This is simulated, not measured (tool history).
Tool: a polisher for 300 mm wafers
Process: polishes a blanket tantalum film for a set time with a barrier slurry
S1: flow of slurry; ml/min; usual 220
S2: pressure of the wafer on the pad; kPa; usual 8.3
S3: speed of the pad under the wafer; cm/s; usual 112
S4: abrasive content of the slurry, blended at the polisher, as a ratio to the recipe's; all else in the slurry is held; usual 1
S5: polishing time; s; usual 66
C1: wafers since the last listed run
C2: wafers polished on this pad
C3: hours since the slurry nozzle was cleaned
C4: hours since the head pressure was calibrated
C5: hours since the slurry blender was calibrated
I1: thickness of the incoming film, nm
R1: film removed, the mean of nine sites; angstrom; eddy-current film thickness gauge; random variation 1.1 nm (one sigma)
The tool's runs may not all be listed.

run	hour	S1	S2	S3	S4	S5	C1	C2	C3	C4	C5	I1	R1
1	0	220	8.3	120	1	66	0	828	325	55.1	329.7	213.4	828
# hour 27.7: slurry blender recalibrated
2	58	220	8.3	120	1	66	605	1434	383	113.1	30.3	212.2	836
# hour 78.6: worn pad replaced by a new one
3	79.1	220	8.3	120	1	66	184	5	404.1	134.2	51.4	210.7	850
4	107.1	195	9.7	112	1	66	302	307	432.1	162.2	79.4	212.7	867
5	137.1	195	9.7	112	1	66	324	632	462.1	192.2	109.4	210.7	906
6	165.5	195	9.7	112	1	66	307	939	490.5	220.6	137.8	214.1	892
7	242.3	220	8.3	112	1	66	830	1770	567.3	297.4	214.6	211.7	791
8	256.4	220	8.3	112	1	66	152	1922	581.4	311.5	228.7	208.3	785
# hour 261.9: worn pad replaced by a new one
9	346.7	220	8.3	112	1	66	933	917	671.7	401.8	319	212.2	813
10	371.9	220	8.3	124	1	66	272	1189	696.9	427	344.2	214.8	899
11	386.1	220	8.3	124	1	66	153	1343	711.1	441.2	358.4	209.4	898
12	421.7	220	8.3	124	1	66	385	1728	746.7	476.8	394	210	916
# hour 439.5: slurry blender recalibrated
# hour 439.6: slurry nozzle cleaned
13	440	235	8.3	112	1	66	175	1903	0.4	495.1	0.5	209.7	840
# hour 454.3: worn pad replaced by a new one
14	467.8	250	8.3	112	1	66	257	145	28.2	522.9	28.3	210.8	872
# hour 510.1: head pressure recalibrated
15	548.4	195	9.7	112	1	66	850	996	108.8	38.3	108.9	212.7	869
16	565.7	220	6.9	112	1.2	66	187	1183	126.1	55.6	126.2	211.8	685
17	598	195	6.9	112	1.3	46	349	1532	158.4	87.9	158.5	205.9	476
18	612.2	220	8.3	76	0.85	66	153	1686	172.6	102.1	172.7	210.7	502
# hour 624.2: worn pad replaced by a new one
19	626	220	8.3	112	1.1	51	105	18	186.4	115.9	186.5	208.8	615
20	640.5	250	8.3	78	1	43	156	175	200.9	130.4	201	211.6	353
21	666.5	220	8.3	112	1	66	281	456	226.9	156.4	227	208.1	782
22	699.6	220	8.3	112	0.9	66	357	814	260	189.5	260.1	207.3	764
23	715.8	220	8.3	120	1	66	175	990	276.2	205.7	276.3	211.4	861
24	739	200	8.3	112	0.85	77	250	1241	299.4	228.9	299.5	209.2	882
25	769.4	220	8.3	112	1	66	328	1569	329.8	259.3	329.9	211.5	795
26	781.6	220	8.3	92	1.15	66	131	1701	342	271.5	342.1	212	670
# hour 795.6: worn pad replaced by a new one
27	802.4	220	8.3	112	1	66	181	73	362.8	292.3	362.9	210.4	803
28	829.5	275	6.2	136	1	66	293	366	389.9	319.4	390	211.5	773
# hour 841.6: slurry blender recalibrated
29	842.7	220	8.3	112	1	66	121	487	403.1	332.6	1.1	209.9	795

5 ways to go on from here, each from the tool as it stands after run 29. What would each give?
A	843.1	290	8.3	112	1	66	4	492	403.5	333	1.5	205.7	?
B	843.1	220	5.5	92	1	66	4	492	403.5	333	1.5	205.7	?
C	843.1	280	6.9	112	1	66	4	492	403.5	333	1.5	205.7	?
D	843.1	240	8.3	128	1.15	89	4	492	403.5	333	1.5	205.7	?
E	843.1	155	8.3	78	1.15	66	4	492	403.5	333	1.5	205.7	?

run	R1
A	808
B	453
C	687
D	1248
E	527
Without the tool's hidden state the same runs would have given:
run	R1
A	785
B	440
C	667
D	1212
E	511
